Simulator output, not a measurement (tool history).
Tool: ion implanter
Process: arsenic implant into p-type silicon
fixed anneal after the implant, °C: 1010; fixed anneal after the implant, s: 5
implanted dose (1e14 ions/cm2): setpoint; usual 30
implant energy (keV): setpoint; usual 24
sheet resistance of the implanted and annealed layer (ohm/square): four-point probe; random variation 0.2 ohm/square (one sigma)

run     day  implanted dose (1e14 ions/cm2)  implant energy (keV)  read-back reference wafer on the same gauge, sheet resistance  sheet resistance of the implanted and annealed layer (ohm/square)
  1       0                              30                    24                                                          94.01                                                             108.21
  2   2.712                              30                    24                                                          94.02                                                             107.94
  3   4.004                              30                    24                                                          94.04                                                              108.1
  4     6.6                              30                    24                                                          93.95                                                             108.18
  5  11.512                              30                    24                                                          93.98                                                             108.28
  6  17.042                              30                    24                                                          93.97                                                              108.3
  7    18.5                              30                    24                                                          94.04                                                             108.09
  8  19.908                              30                    24                                                          94.09                                                             108.45
  9  22.571                           35.37                    28                                                          93.94                                                              98.26
 10    23.6                           24.08                    24                                                          94.03                                                             110.68
     26.275  -- Faraday cup replaced and dose calibrated
 11  26.712                              30                    24                                                          93.99                                                              108.5
 12  29.571                              30                    24                                                          94.03                                                             108.39
 13  30.625                              30                    24                                                             94                                                             108.66
 14  33.304                              30                    24                                                          94.03                                                             108.57
 15  35.754                              30                    24                                                          93.97                                                             108.49
 16  38.542                              30                    24                                                          93.96                                                             108.65
 17  39.817                              30                    24                                                          93.99                                                             108.74
     40.296  -- gauge calibrated
 18  41.608                           27.38                    32                                                          94.06                                                              94.23
 19    43.3                           35.73                    30                                                          93.93                                                              94.74
 20  46.021                           36.64                    28                                                          93.98                                                              98.35
 21  47.396                            25.8                    24                                                          93.99                                                             110.53
 22  50.138                           24.75                  20.5                                                          93.94                                                             120.19

Forecast run 23:
 23  52.588                           35.45                    29                                                              ?                                                                  ?

{"run 23": {"read-back reference wafer on the same gauge, sheet resistance": 94.07, "sheet resistance of the implanted and annealed layer (ohm/square)": 97.04}}
Without the tool's hidden state the same run would have given sheet resistance of the implanted and annealed layer (ohm/square) 94.1.

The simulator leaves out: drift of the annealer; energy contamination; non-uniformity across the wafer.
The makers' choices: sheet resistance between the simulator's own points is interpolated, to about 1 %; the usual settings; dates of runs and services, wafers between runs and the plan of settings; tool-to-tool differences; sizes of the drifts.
